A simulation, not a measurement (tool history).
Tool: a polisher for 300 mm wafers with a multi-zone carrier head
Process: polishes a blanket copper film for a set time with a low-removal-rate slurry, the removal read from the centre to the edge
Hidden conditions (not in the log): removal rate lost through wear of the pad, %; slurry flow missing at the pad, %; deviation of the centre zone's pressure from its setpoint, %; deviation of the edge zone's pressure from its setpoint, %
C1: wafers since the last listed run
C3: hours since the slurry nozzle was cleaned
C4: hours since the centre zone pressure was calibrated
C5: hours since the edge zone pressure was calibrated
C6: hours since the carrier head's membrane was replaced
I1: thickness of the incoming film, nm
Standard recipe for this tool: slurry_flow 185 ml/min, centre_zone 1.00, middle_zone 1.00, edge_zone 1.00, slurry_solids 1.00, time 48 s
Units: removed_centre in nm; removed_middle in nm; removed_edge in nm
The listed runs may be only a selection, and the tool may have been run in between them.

Run 1, hour 0.0: usual settings but middle_zone 0.96; C1 0; wafers polished on this pad 185; C3 480.2; C4 92.0; C5 914.6; C6 956.4; I1 1463.4. Result: removed_centre 104.5 nm, removed_middle 97.2 nm, removed_edge 102.0 nm.
Run 2, hour 56.1: usual settings but slurry_flow 165 ml/min, edge_zone 0.92; C1 462; wafers polished on this pad 647; C3 536.3; C4 148.1; C5 970.7; C6 1012.5; I1 1479.5. Result: removed_centre 102.2 nm, removed_middle 99.1 nm, removed_edge 95.1 nm.
Run 3, hour 87.0: usual settings but slurry_flow 165 ml/min, edge_zone 0.92; C1 254; wafers polished on this pad 901; C3 567.2; C4 179.0; C5 1001.6; C6 1043.4; I1 1468.5. Result: removed_centre 102.8 nm, removed_middle 99.7 nm, removed_edge 95.8 nm.
Run 4, hour 151.5: usual settings but slurry_flow 165 ml/min, edge_zone 0.92; C1 531; wafers polished on this pad 1432; C3 631.7; C4 243.5; C5 1066.1; C6 1107.9; I1 1482.3. Result: removed_centre 98.7 nm, removed_middle 95.2 nm, removed_edge 92.0 nm.
At hour 299.3: worn pad replaced by a new one.
Run 5, hour 359.5: usual settings; C1 1680; wafers polished on this pad 495; C3 839.7; C4 451.5; C5 1274.1; C6 1315.9; I1 1467.9. Result: removed_centre 105.4 nm, removed_middle 100.6 nm, removed_edge 100.8 nm.
At hour 372.1: edge zone pressure recalibrated.
Run 6, hour 411.0: usual settings; C1 407; wafers polished on this pad 903; C3 891.2; C4 503.0; C5 38.9; C6 1367.4; I1 1472.3. Result: removed_centre 103.9 nm, removed_middle 99.2 nm, removed_edge 103.0 nm.
At hour 429.2: slurry nozzle cleaned.
Run 7, hour 445.0: usual settings but centre_zone 0.94; C1 271; wafers polished on this pad 1175; C3 15.8; C4 537.0; C5 72.9; C6 1401.4; I1 1480.7. Result: removed_centre 97.4 nm, removed_middle 97.9 nm, removed_edge 98.3 nm.
Run 8, hour 510.9: usual settings but centre_zone 0.94; C1 542; wafers polished on this pad 1718; C3 81.7; C4 602.9; C5 138.8; C6 1467.3; I1 1462.7. Result: removed_centre 93.7 nm, removed_middle 93.5 nm, removed_edge 98.0 nm.
At hour 525.7: carrier head's membrane replaced by a new one.
Run 9, hour 553.2: usual settings; C1 307; wafers polished on this pad 2025; C3 124.0; C4 645.2; C5 181.1; C6 27.5; I1 1472.2. Result: removed_centre 100.8 nm, removed_middle 94.7 nm, removed_edge 94.4 nm.
At hour 578.7: centre zone pressure recalibrated.
At hour 681.7: worn pad replaced by a new one.
Run 10, hour 755.9: usual settings but slurry_flow 230 ml/min, edge_zone 1.08; C1 1620; wafers polished on this pad 611; C3 326.7; C4 177.2; C5 383.8; C6 230.2; I1 1502.4. Result: removed_centre 106.0 nm, removed_middle 104.2 nm, removed_edge 106.6 nm.
Run 11, hour 812.0: usual settings but slurry_solids 1.10, time 33 s; C1 462; wafers polished on this pad 1073; C3 382.8; C4 233.3; C5 439.9; C6 286.3; I1 1469.5. Result: removed_centre 74.4 nm, removed_middle 71.8 nm, removed_edge 71.4 nm.
Run 12, hour 856.3: usual settings but edge_zone 0.95, slurry_solids 1.25; C1 364; wafers polished on this pad 1438; C3 427.1; C4 277.6; C5 484.2; C6 330.6; I1 1456.7. Result: removed_centre 109.4 nm, removed_middle 105.3 nm, removed_edge 103.6 nm.
Run 13, hour 899.9: usual settings but slurry_flow 120 ml/min, centre_zone 1.05; C1 359; wafers polished on this pad 1797; C3 470.7; C4 321.2; C5 527.8; C6 374.2; I1 1446.9. Result: removed_centre 99.2 nm, removed_middle 90.7 nm, removed_edge 93.1 nm.
Run 14, hour 939.2: usual settings but slurry_flow 250 ml/min, middle_zone 1.10, edge_zone 0.96; C1 323; wafers polished on this pad 2121; C3 510.0; C4 360.5; C5 567.1; C6 413.5; I1 1484.0. Result: removed_centre 102.4 nm, removed_middle 107.1 nm, removed_edge 95.7 nm.
Run 15, hour 1009.2: usual settings but slurry_solids 0.85; C1 576; wafers polished on this pad 2698; C3 580.0; C4 430.5; C5 637.1; C6 483.5; I1 1457.7. Result: removed_centre 87.4 nm, removed_middle 84.4 nm, removed_edge 83.3 nm.
Run 16, hour 1043.3: usual settings; C1 280; wafers polished on this pad 2978; C3 614.1; C4 464.6; C5 671.2; C6 517.6; I1 1475.9. Result: removed_centre 89.0 nm, removed_middle 86.4 nm, removed_edge 87.9 nm.
At hour 1057.4: worn pad replaced by a new one.
Run 17, hour 1070.4: usual settings but slurry_flow 130 ml/min, centre_zone 1.09, time 56 s; C1 190; wafers polished on this pad 106; C3 641.2; C4 491.7; C5 698.3; C6 544.7; I1 1490.7. Result: removed_centre 123.9 nm, removed_middle 109.4 nm, removed_edge 112.6 nm.
Run 18, hour 1125.2: usual settings but centre_zone 1.09, time 56 s; C1 451; wafers polished on this pad 558; C3 696.0; C4 546.5; C5 753.1; C6 599.5; I1 1470.2. Result: removed_centre 129.6 nm, removed_middle 114.6 nm, removed_edge 116.0 nm.
Run 19, hour 1182.7: usual settings but centre_zone 1.09, middle_zone 0.94; C1 473; wafers polished on this pad 1031; C3 753.5; C4 604.0; C5 810.6; C6 657.0; I1 1455.9. Result: removed_centre 109.4 nm, removed_middle 93.1 nm, removed_edge 99.5 nm.
Run 20, hour 1246.6: usual settings but time 40 s; C1 526; wafers polished on this pad 1558; C3 817.4; C4 667.9; C5 874.5; C6 720.9; I1 1474.4. Result: removed_centre 84.8 nm, removed_middle 78.4 nm, removed_edge 78.9 nm.
At hour 1262.0: centre zone pressure recalibrated.
At hour 1289.8: slurry nozzle cleaned.
Run 21, hour 1311.3: usual settings but middle_zone 1.05, time 62 s; C1 508; wafers polished on this pad 2066; C3 21.5; C4 49.3; C5 939.2; C6 785.6; I1 1476.2. Result: removed_centre 125.5 nm, removed_middle 124.7 nm, removed_edge 115.5 nm.
Run 22, hour 1356.3: usual settings but slurry_flow 225 ml/min; C1 370; wafers polished on this pad 2437; C3 66.5; C4 94.3; C5 984.2; C6 830.6; I1 1464.2. Result: removed_centre 96.6 nm, removed_middle 91.0 nm, removed_edge 90.2 nm.

Hidden state at the last listed run before each entry between runs and at the first one after, where it differs:
After run 4, before run 5: worn pad replaced by a new one (hour 299.3)
  removal rate lost through wear of the pad, %: 4.22 -> 1.15
  measured less the result without the state, removed_centre: -4.4 -> -1.2 nm; removed_middle: -4.2 -> -1.2 nm; removed_edge: -4.0 -> -1.2 nm
After run 5, before run 6: edge zone pressure recalibrated (hour 372.1)
  removal rate lost through wear of the pad, %: 1.15 -> 2.1
  measured less the result without the state, removed_centre: -1.2 -> -2.3 nm; removed_middle: -1.2 -> -2.1 nm; removed_edge: -1.2 -> -2.2 nm
After run 6, before run 7: slurry nozzle cleaned (hour 429.2)
  removal rate lost through wear of the pad, %: 2.1 -> 3.04
  measured less the result without the state, removed_centre: -2.3 -> -3.1 nm; removed_middle: -2.1 -> -3.0 nm; removed_edge: -2.2 -> -3.1 nm
After run 8, before run 9: carrier head's membrane replaced by a new one (hour 525.7)
  removal rate lost through wear of the pad, %: 5.56 -> 7.67
  measured less the result without the state, removed_centre: -5.5 -> -8.4 nm; removed_middle: -5.5 -> -7.9 nm; removed_edge: -5.8 -> -7.8 nm
After run 9, before run 10: centre zone pressure recalibrated (hour 578.7); worn pad replaced by a new one (hour 681.7)
  removal rate lost through wear of the pad, %: 7.67 -> 1.04
  measured less the result without the state, removed_centre: -8.4 -> -1.2 nm; removed_middle: -7.9 -> -1.1 nm; removed_edge: -7.8 -> -1.1 nm
After run 16, before run 17: worn pad replaced by a new one (hour 1057.4)
  removal rate lost through wear of the pad, %: 14.5 -> 2.69
  measured less the result without the state, removed_centre: -15.0 -> -3.4 nm; removed_middle: -14.6 -> -3.1 nm; removed_edge: -14.9 -> -3.1 nm
After run 20, before run 21: centre zone pressure recalibrated (hour 1262.0); slurry nozzle cleaned (hour 1289.8)
  removal rate lost through wear of the pad, %: 6.51 -> 9.58
  measured less the result without the state, removed_centre: -5.9 -> -13.3 nm; removed_middle: -5.5 -> -13.3 nm; removed_edge: -5.5 -> -12.2 nm
